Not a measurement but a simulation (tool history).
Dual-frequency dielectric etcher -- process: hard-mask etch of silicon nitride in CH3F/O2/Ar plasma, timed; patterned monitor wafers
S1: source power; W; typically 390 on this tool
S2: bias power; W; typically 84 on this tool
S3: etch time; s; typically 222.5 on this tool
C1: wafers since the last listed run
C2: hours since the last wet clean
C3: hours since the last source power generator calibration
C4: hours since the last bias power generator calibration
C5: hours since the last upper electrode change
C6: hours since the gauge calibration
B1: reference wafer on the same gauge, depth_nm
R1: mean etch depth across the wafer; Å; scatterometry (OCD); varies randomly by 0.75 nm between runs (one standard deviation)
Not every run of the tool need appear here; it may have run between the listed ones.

{"run": 1, "hour": 0.0, "S1": 420, "S2": 84, "S3": 222.5, "C1": 0, "C2": 93.2, "C3": 3063.8, "C4": 2159, "C5": 3000.2, "C6": 1821.2, "B1": 196, "R1": 1714}
{"run": 2, "hour": 32.7, "S1": 420, "S2": 84, "S3": 222.5, "C1": 140, "C2": 125.9, "C3": 3096.5, "C4": 2191.7, "C5": 3032.9, "C6": 1853.9, "B1": 196, "R1": 1722}
{"run": 3, "hour": 100.5, "S1": 420, "S2": 84, "S3": 222.5, "C1": 290, "C2": 193.7, "C3": 3164.3, "C4": 2259.5, "C5": 3100.7, "C6": 1921.7, "B1": 195.8, "R1": 1720}
{"run": 4, "hour": 155.2, "S1": 360, "S2": 76, "S3": 222.5, "C1": 234, "C2": 248.4, "C3": 3219, "C4": 2314.2, "C5": 3155.4, "C6": 1976.4, "B1": 195.9, "R1": 1545}
{"run": 5, "hour": 223.4, "S1": 390, "S2": 91, "S3": 222.5, "C1": 292, "C2": 316.6, "C3": 3287.2, "C4": 2382.4, "C5": 3223.6, "C6": 2044.6, "B1": 196.2, "R1": 1704}
{"run": 6, "hour": 261.7, "S1": 390, "S2": 91, "S3": 222.5, "C1": 164, "C2": 354.9, "C3": 3325.5, "C4": 2420.7, "C5": 3261.9, "C6": 2082.9, "B1": 196, "R1": 1699}
{"hour": 292.4, "done": "gauge calibrated"}
{"run": 7, "hour": 298.2, "S1": 390, "S2": 84, "S3": 266, "C1": 156, "C2": 391.4, "C3": 3362, "C4": 2457.2, "C5": 3298.4, "C6": 5.8, "B1": 195.9, "R1": 1987}
{"run": 8, "hour": 324.0, "S1": 390, "S2": 84, "S3": 266, "C1": 110, "C2": 417.2, "C3": 3387.8, "C4": 2483, "C5": 3324.2, "C6": 31.6, "B1": 195.9, "R1": 1985}
{"run": 9, "hour": 369.0, "S1": 460, "S2": 101, "S3": 222.5, "C1": 192, "C2": 462.2, "C3": 3432.8, "C4": 2528, "C5": 3369.2, "C6": 76.6, "B1": 196, "R1": 1888}
{"run": 10, "hour": 406.4, "S1": 390, "S2": 84, "S3": 222.5, "C1": 160, "C2": 499.6, "C3": 3470.2, "C4": 2565.4, "C5": 3406.6, "C6": 114, "B1": 196.3, "R1": 1660}
{"hour": 461.9, "done": "wet clean of the chamber"}
{"run": 11, "hour": 462.4, "S1": 420, "S2": 84, "S3": 222.5, "C1": 137, "C2": 0.5, "C3": 3526.2, "C4": 2621.4, "C5": 3462.6, "C6": 170, "B1": 195.9, "R1": 1707}
{"run": 12, "hour": 511.3, "S1": 450, "S2": 68, "S3": 284.5, "C1": 209, "C2": 49.4, "C3": 3575.1, "C4": 2670.3, "C5": 3511.5, "C6": 218.9, "B1": 195.8, "R1": 2101}
{"run": 13, "hour": 568.7, "S1": 390, "S2": 84, "S3": 222.5, "C1": 246, "C2": 106.8, "C3": 3632.5, "C4": 2727.7, "C5": 3568.9, "C6": 276.3, "B1": 196.1, "R1": 1668}
{"run": 14, "hour": 614.4, "S1": 310, "S2": 105, "S3": 269, "C1": 195, "C2": 152.5, "C3": 3678.2, "C4": 2773.4, "C5": 3614.6, "C6": 322, "B1": 196.2, "R1": 1962}
{"run": 15, "hour": 641.7, "S1": 390, "S2": 63, "S3": 252.5, "C1": 117, "C2": 179.8, "C3": 3705.5, "C4": 2800.7, "C5": 3641.9, "C6": 349.3, "B1": 196, "R1": 1728}
{"run": 16, "hour": 711.9, "S1": 390, "S2": 68, "S3": 200, "C1": 300, "C2": 250, "C3": 3775.7, "C4": 2870.9, "C5": 3712.1, "C6": 419.5, "B1": 196.1, "R1": 1380}

Predict the results of run 17:
{"run": 17, "hour": 763.5, "S1": 390, "S2": 77, "S3": 222.5, "C1": 221, "C2": 301.6, "C3": 3827.3, "C4": 2922.5, "C5": 3763.7, "C6": 471.1, "B1": "?", "R1": "?"}

{"run 17": {"B1": 196.2, "R1": 1618}}
With no hidden state in the tool, this same run would have given R1 1618 Å.
